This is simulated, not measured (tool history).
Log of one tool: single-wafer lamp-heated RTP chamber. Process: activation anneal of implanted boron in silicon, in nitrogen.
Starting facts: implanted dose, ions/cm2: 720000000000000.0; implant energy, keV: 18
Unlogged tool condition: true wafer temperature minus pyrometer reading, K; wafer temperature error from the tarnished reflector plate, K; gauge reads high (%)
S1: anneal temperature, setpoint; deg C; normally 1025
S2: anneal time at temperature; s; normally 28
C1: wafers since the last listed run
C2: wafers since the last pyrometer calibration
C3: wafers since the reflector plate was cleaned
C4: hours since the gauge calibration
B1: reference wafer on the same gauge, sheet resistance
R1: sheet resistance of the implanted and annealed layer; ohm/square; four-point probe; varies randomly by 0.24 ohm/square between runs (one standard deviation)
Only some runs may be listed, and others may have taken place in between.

| run | hour | S1 | S2 | C1 | C2 | C3 | C4 | B1 | R1 |
|---|---|---|---|---|---|---|---|---|---|
| 1 | 0 | 1025 | 28 | 0 | 278 | 1553 | 64 | 149 | 160.21 |
| 2 | 28.6 | 1025 | 28 | 544 | 822 | 2098 | 92.6 | 148.95 | 159.87 |
| 3 | 61.2 | 1025 | 28 | 620 | 1442 | 2718 | 125.2 | 149.02 | 159.72 |
| 4 | 75.3 | 1025 | 28 | 268 | 1710 | 2986 | 139.3 | 149.01 | 159.68 |
|  | 105.6 | reflector plate cleaned |
| 5 | 111 | 1025 | 28 | 527 | 2238 | 103 | 175 | 149.04 | 159.74 |
| 6 | 132.1 | 1025 | 28 | 401 | 2639 | 504 | 196.1 | 148.96 | 159.57 |
|  | 158.3 | pyrometer window cleaned and pyrometer calibrated |
| 7 | 168 | 1025 | 21 | 530 | 183 | 1035 | 232 | 148.98 | 160.75 |
| 8 | 183.1 | 1025 | 21 | 287 | 471 | 1322 | 247.1 | 148.98 | 160.46 |
| 9 | 211.4 | 1025 | 16 | 538 | 1009 | 1861 | 275.4 | 149 | 161.03 |
| 10 | 239.3 | 1025 | 16 | 530 | 1540 | 2392 | 303.3 | 148.99 | 161.02 |
| 11 | 255.1 | 1004 | 28 | 300 | 1841 | 2692 | 319.1 | 149 | 161.99 |
|  | 279.8 | reflector plate cleaned |
| 12 | 280.7 | 1004 | 28 | 334 | 2175 | 16 | 344.7 | 148.99 | 161.57 |
| 13 | 307.6 | 1025 | 28 | 511 | 2687 | 528 | 371.6 | 149.03 | 159.33 |
| 14 | 338.8 | 1025 | 28 | 593 | 3281 | 1122 | 402.8 | 149.01 | 159.64 |
|  | 356.6 | pyrometer window cleaned and pyrometer calibrated |
| 15 | 357.1 | 1025 | 43 | 195 | 8 | 1318 | 421.1 | 149 | 159.48 |
| 16 | 378.4 | 1025 | 28 | 405 | 413 | 1723 | 442.4 | 149.02 | 159.74 |
|  | 393.2 | gauge calibrated |
| 17 | 406.9 | 1015 | 18 | 542 | 956 | 2265 | 13.7 | 148.97 | 161.24 |
| 18 | 439.5 | 1000 | 23 | 620 | 1576 | 2886 | 46.3 | 149 | 162.35 |
| 19 | 467.3 | 1008 | 22 | 528 | 2105 | 3415 | 74.1 | 148.96 | 161.5 |
|  | 478.8 | reflector plate cleaned |
| 20 | 496.3 | 1025 | 28 | 399 | 2505 | 332 | 103.1 | 148.97 | 159.62 |
|  | 538.1 | pyrometer window cleaned and pyrometer calibrated |
| 21 | 597.1 | 1025 | 28 | 1765 | 1123 | 2098 | 203.9 | 148.95 | 159.99 |
| 22 | 626.6 | 1025 | 35 | 561 | 1684 | 2660 | 233.4 | 149.01 | 159.8 |
| 23 | 645.9 | 1025 | 28 | 367 | 2051 | 3027 | 252.7 | 149.01 | 159.29 |
|  | 697.3 | pyrometer window cleaned and pyrometer calibrated |
|  | 707.8 | reflector plate cleaned |
| 24 | 752.4 | 1025 | 28 | 1722 | 895 | 847 | 359.2 | 148.99 | 159.65 |
| 25 | 825.7 | 1011 | 41 | 1394 | 2290 | 2242 | 432.5 | 149.02 | 160.07 |
| 26 | 854.6 | 1036 | 38 | 549 | 2840 | 2792 | 461.4 | 148.99 | 158.57 |
|  | 871.5 | pyrometer window cleaned and pyrometer calibrated |
| 27 | 886.7 | 1025 | 28 | 458 | 289 | 3251 | 493.5 | 149.04 | 160.65 |
|  | 887.7 | gauge calibrated |
| 28 | 906.6 | 1040 | 24 | 378 | 668 | 3629 | 18.9 | 149.01 | 159.5 |
|  | 920.3 | reflector plate cleaned |
| 29 | 922.8 | 1004 | 37 | 156 | 824 | 47 | 35.1 | 149.01 | 161.99 |

Here are 3 independent what-if runs from the current tool condition. What would each one return?
| A | 923.2 | 1007 | 28 | 7 | 831 | 55 | 35.5 | ? | ? |
| B | 923.2 | 1053 | 40 | 7 | 831 | 55 | 35.5 | ? | ? |
| C | 923.2 | 1035 | 44 | 7 | 831 | 55 | 35.5 | ? | ? |

| run | B1 | R1 |
|---|---|---|
| A | 148.99 | 162.01 |
| B | 148.99 | 157.79 |
| C | 148.99 | 158.55 |
Had the tool no hidden state, the same runs would have come out as:
| run | R1 |
|---|---|
| A | 163.26 |
| B | 158.2 |
| C | 159.1 |
